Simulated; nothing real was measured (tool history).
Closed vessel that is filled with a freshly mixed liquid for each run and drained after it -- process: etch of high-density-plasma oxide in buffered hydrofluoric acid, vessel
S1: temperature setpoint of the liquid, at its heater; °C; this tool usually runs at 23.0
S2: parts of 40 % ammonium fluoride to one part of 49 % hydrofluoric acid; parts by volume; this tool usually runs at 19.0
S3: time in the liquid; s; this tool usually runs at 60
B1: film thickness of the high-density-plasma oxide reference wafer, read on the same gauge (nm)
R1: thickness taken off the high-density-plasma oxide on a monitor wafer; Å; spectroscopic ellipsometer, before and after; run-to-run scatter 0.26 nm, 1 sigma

run    hour    S1    S2  S3     B1     R1
  1     0.0  23.0  19.0  60  29.99  403.5
  2    73.2  23.0  23.5  60  29.99  340.3
  3   163.0  23.0  19.0  80  29.98  537.9
  4   260.3  23.0  19.0  80  29.99  548.8
      363.0  -- thermometer replaced
  5   363.4  23.0  19.0  60  30.00  436.9
  6   421.3  23.0  19.0  60  29.99  435.0
  7   521.5  23.0  19.0  60  30.00  436.8
      533.5  -- hydrofluoric acid flow meter replaced
  8   626.6  23.0  19.0  60  29.99  408.5
  9   666.6  23.0  19.0  60  30.00  412.0
 10   758.8  26.0  23.0  75  29.98  522.4
 11   807.7  26.0  13.0  35  29.99  405.8
 12   846.4  27.5  12.5  45  30.03  588.7
 13   885.1  23.0  19.0  60  29.98  409.3
 14   939.2  23.0  19.0  60  30.02  412.3
 15  1027.0  20.0  19.0  35  30.00  203.0
 16  1114.1  23.0  19.0  60  30.00  415.0
 17  1178.6  23.0  17.0  75  30.00  574.8
 18  1259.5  23.0  19.0  45  30.02  311.1
     1331.6  -- gauge calibrated
 19  1352.2  18.5  19.0  95  30.01  514.0
 20  1430.8  21.5  19.0  60  30.04  383.5
 21  1488.9  23.0  15.0  60  30.03  526.2
 22  1580.2  21.5  16.0  50  29.97  379.8
 23  1664.3  27.5  12.5  45  29.98  604.9
 24  1745.6  23.0  19.0  60  30.04  419.0
 25  1848.9  21.5  16.0  50  30.01  379.8
     1876.6  -- hydrofluoric acid flow meter replaced
 26  1931.9  23.0  22.0  95  30.03  551.2
 27  1978.3  23.0  19.0  60  29.99  398.8
 28  2060.9  23.0  16.5  60  30.01  458.0
 29  2156.4  23.0  16.0  60  29.98  470.8
 30  2205.5  19.0  14.5  35  29.99  244.3
 31  2256.8  25.5  26.5  95  29.95  565.3
 32  2312.9  23.0  19.0  60  29.98  400.3

Give the tool's hidden conditions for every run:
gauge reads high (%): 0 in every run
H1: liquid colder than its thermometer reads (K)
H2: hydrofluoric acid flow above the setpoint (%)
run     H1     H2
  1   1.31   4.67
  2   1.35   5.07
  3    1.4   5.55
  4   1.46   6.07
  5  0.234   6.62
  6  0.266   6.93
  7   0.32   7.47
  8  0.378   0.65
  9    0.4  0.864
 10  0.451   1.36
 11  0.477   1.62
 12  0.499   1.83
 13   0.52   2.03
 14   0.55   2.32
 15  0.598   2.79
 16  0.645   3.26
 17  0.681   3.61
 18  0.725   4.04
 19  0.776   4.54
 20  0.819   4.96
 21  0.851   5.27
 22  0.901   5.76
 23  0.947   6.21
 24  0.992   6.64
 25   1.05    7.2
 26   1.09   1.44
 27   1.12   1.69
 28   1.16   2.13
 29   1.22   2.64
 30   1.24   2.91
 31   1.27   3.18
 32    1.3   3.48
